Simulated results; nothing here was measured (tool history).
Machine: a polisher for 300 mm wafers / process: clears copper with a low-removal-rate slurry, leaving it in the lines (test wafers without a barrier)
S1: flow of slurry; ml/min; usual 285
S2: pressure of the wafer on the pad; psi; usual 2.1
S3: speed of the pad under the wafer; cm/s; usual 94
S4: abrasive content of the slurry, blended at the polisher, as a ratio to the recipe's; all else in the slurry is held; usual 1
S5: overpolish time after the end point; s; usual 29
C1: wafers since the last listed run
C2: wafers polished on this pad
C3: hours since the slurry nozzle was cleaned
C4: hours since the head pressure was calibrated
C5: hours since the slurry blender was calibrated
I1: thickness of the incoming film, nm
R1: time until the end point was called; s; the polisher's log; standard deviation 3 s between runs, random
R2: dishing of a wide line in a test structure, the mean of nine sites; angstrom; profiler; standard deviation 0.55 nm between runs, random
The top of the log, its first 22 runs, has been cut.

run	hour	S1	S2	S3	S4	S5	C1	C2	C3	C4	C5	I1	R1	R2
23	282.4	210	1.6	94	1	29	66	406	99.5	74.9	149.6	281.9	203.4	248
24	290.3	315	2.4	94	0.75	20	55	461	107.4	82.8	157.5	279.1	135.2	271
25	307.5	340	2.1	94	1	29	121	583	124.6	100	174.7	277.3	150	329
26	319.4	185	1.5	94	0.75	21	83	667	136.5	111.9	186.6	279.7	221.1	170
27	331.9	285	2.1	94	1	29	88	755	149	124.4	199.1	281.1	153.4	327
28	339.4	285	2.1	94	1	29	52	808	156.5	131.9	206.6	279	155.3	321
29	349.5	365	1.7	114	0.9	29	71	879	166.6	142	216.7	285.2	163.4	313
# hour 365.6: slurry blender recalibrated
30	366.1	285	2.1	94	1	29	102	982	183.2	158.6	0.5	275.9	145.6	328

Predict each of these 3 candidate next runs independently; none follows another, all start after run 30:
A	366.6	285	2.1	94	1	29	3	985	183.7	159.1	1	279.7	?	?
B	366.6	285	2.5	110	1	16	3	985	183.7	159.1	1	279.7	?	?
C	366.6	220	2.1	94	1.1	29	3	985	183.7	159.1	1	279.7	?	?

run	R1	R2
A	158.4	330
B	116	261
C	160.3	327
Had the tool no hidden state, the same runs would have come out as:
run	R1	R2
A	158.4	330
B	116	261
C	160.3	327

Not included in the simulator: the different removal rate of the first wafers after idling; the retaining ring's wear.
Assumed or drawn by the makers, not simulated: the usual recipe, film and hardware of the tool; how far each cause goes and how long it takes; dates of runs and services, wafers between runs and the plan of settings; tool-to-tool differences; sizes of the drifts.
